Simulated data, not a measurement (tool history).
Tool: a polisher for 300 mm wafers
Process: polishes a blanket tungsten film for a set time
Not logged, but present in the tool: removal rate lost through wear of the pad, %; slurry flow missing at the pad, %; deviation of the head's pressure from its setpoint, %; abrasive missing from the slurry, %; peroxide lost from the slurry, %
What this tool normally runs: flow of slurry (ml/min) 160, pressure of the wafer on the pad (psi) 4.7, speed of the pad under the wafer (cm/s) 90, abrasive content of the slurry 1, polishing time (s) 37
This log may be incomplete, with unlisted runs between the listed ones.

run	hour	flow of slurry (ml/min)	pressure of the wafer on the pad (psi)	speed of the pad under the wafer (cm/s)	abrasive content of the slurry	polishing time (s)	wafers since the last listed run	wafers polished on this pad	hours since the slurry nozzle was cleaned	hours since the head pressure was calibrated	hours since the slurry blender was calibrated	hours since the slurry got fresh peroxide	incoming thickness of the incoming film, nm	film removed (nm)
1	0.0	160	6.0	90	1	37	0	2076	568.1	669.5	76.0	45.2	646.1	246.1
# hour 3.7: head pressure recalibrated
2	24.8	160	6.0	90	1	37	453	2530	592.9	21.1	100.8	70.0	643.0	242.8
# hour 57.1: slurry nozzle cleaned
3	57.6	160	4.7	90	1	37	633	3163	0.5	53.9	133.6	102.8	640.0	195.0
# hour 93.6: worn pad replaced by a new one
4	103.7	160	4.7	90	1	37	838	200	46.6	100.0	179.7	148.9	633.4	194.2
# hour 131.6: slurry tank refilled with fresh slurry and peroxide
5	152.2	160	4.7	90	1	37	945	1145	95.1	148.5	228.2	20.6	627.2	194.4
6	219.4	160	4.7	90	1	37	1337	2483	162.3	215.7	295.4	87.8	650.9	196.2
7	252.5	160	4.7	90	1	37	658	3142	195.4	248.8	328.5	120.9	632.5	193.3
# hour 310.8: worn pad replaced by a new one
8	317.3	160	4.7	90	1	37	1210	128	260.2	313.6	393.3	185.7	645.9	191.3
# hour 321.7: slurry tank refilled with fresh slurry and peroxide
9	369.5	160	4.7	90	1	37	1019	1148	312.4	365.8	445.5	47.8	631.7	190.8
10	415.5	160	4.2	90	1	40	915	2063	358.4	411.8	491.5	93.8	635.4	185.5
# hour 465.8: slurry blender recalibrated
11	475.8	160	4.7	90	1	37	1160	3224	418.7	472.1	10.0	154.1	642.5	199.3

For run 12, what comes out?
# hour 504.4: slurry tank refilled with fresh slurry and peroxide
12	515.8	160	4.7	90	1	37	776	4000	458.7	512.1	50.0	11.4	646.7	?

{"run 12": {"film removed (nm)": 199.3}}
Minus the tool's unlogged condition, the same run would have read film removed (nm) 206.8.

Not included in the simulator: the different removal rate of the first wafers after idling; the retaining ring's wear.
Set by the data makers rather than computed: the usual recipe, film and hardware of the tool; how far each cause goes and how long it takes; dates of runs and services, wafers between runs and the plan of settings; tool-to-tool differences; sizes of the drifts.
